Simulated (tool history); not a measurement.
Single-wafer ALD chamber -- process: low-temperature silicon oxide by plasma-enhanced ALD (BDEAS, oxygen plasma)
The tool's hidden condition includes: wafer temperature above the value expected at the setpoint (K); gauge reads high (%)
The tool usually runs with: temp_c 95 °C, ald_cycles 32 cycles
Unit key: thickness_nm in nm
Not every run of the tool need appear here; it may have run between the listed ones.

| run | hour | temp_c | ald_cycles | wafers since the last listed run | hours since the last thermocouple change | hours since the gauge calibration | read-back reference wafer on the same gauge, thickness_nm | thickness_nm |
|---|---|---|---|---|---|---|---|---|
| 1 | 0 | 95 | 32 | 0 | 1346.9 | 567.9 | 4.872 | 4.527 |
| 2 | 61.2 | 95 | 32 | 301 | 1408.1 | 629.1 | 4.871 | 4.492 |
| 3 | 86.9 | 103 | 32 | 126 | 1433.8 | 654.8 | 4.869 | 4.421 |
| 4 | 154 | 103 | 32 | 330 | 1500.9 | 721.9 | 4.87 | 4.412 |
| 5 | 199.9 | 103 | 32 | 225 | 1546.8 | 767.8 | 4.873 | 4.421 |
| 6 | 225.4 | 90 | 32 | 125 | 1572.3 | 793.3 | 4.871 | 4.576 |
| 7 | 257.3 | 90 | 32 | 156 | 1604.2 | 825.2 | 4.868 | 4.577 |
| 8 | 295.5 | 95 | 27 | 187 | 1642.4 | 863.4 | 4.871 | 3.763 |
| 9 | 358.3 | 95 | 32 | 309 | 1705.2 | 926.2 | 4.87 | 4.511 |
| 10 | 387.5 | 95 | 32 | 143 | 1734.4 | 955.4 | 4.868 | 4.473 |
| 11 | 425.8 | 95 | 32 | 188 | 1772.7 | 993.7 | 4.87 | 4.481 |
| 12 | 465.4 | 95 | 32 | 194 | 1812.3 | 1033.3 | 4.871 | 4.472 |
| 13 | 495.6 | 95 | 32 | 148 | 1842.5 | 1063.5 | 4.869 | 4.476 |
| 14 | 556.4 | 95 | 32 | 299 | 1903.3 | 1124.3 | 4.87 | 4.467 |
|  | 590.9 | thermocouple changed; heater temperature recalibrated |
| 15 | 626.3 | 95 | 32 | 304 | 35.4 | 1194.2 | 4.869 | 4.537 |
| 16 | 690 | 95 | 32 | 313 | 99.1 | 1257.9 | 4.871 | 4.549 |
| 17 | 726.7 | 95 | 32 | 180 | 135.8 | 1294.6 | 4.87 | 4.54 |
| 18 | 769.6 | 90 | 30 | 211 | 178.7 | 1337.5 | 4.87 | 4.311 |
| 19 | 819 | 95 | 32 | 243 | 228.1 | 1386.9 | 4.869 | 4.547 |
| 20 | 882.4 | 108 | 32 | 312 | 291.5 | 1450.3 | 4.869 | 4.4 |
| 21 | 942.7 | 95 | 32 | 296 | 351.8 | 1510.6 | 4.87 | 4.541 |
| 22 | 995.5 | 104 | 30 | 259 | 404.6 | 1563.4 | 4.872 | 4.149 |
| 23 | 1045.5 | 84 | 29 | 246 | 454.6 | 1613.4 | 4.872 | 4.24 |
| 24 | 1092.3 | 107 | 38 | 230 | 501.4 | 1660.2 | 4.87 | 5.225 |
| 25 | 1149.3 | 95 | 32 | 280 | 558.4 | 1717.2 | 4.869 | 4.525 |
|  | 1178 | gauge calibrated |
| 26 | 1318.3 | 103 | 27 | 831 | 727.4 | 140.3 | 4.871 | 3.747 |
| 27 | 1346.5 | 83 | 32 | 138 | 755.6 | 168.5 | 4.872 | 4.696 |
| 28 | 1394.6 | 90 | 37 | 236 | 803.7 | 216.6 | 4.87 | 5.294 |
| 29 | 1458.9 | 90 | 29 | 316 | 868 | 280.9 | 4.866 | 4.152 |
| 30 | 1488.4 | 82 | 30 | 145 | 897.5 | 310.4 | 4.868 | 4.415 |

Run 31 comes next. What will it give?
| 31 | 1518.3 | 84 | 32 | 147 | 927.4 | 340.3 | ? | ? |

read-back reference wafer on the same gauge, thickness_nm: 4.868
thickness_nm: 4.684 nm
Take away the tool's hidden state, keep the run-to-run variation as it was, and the same run would have given thickness_nm 4.694 nm.
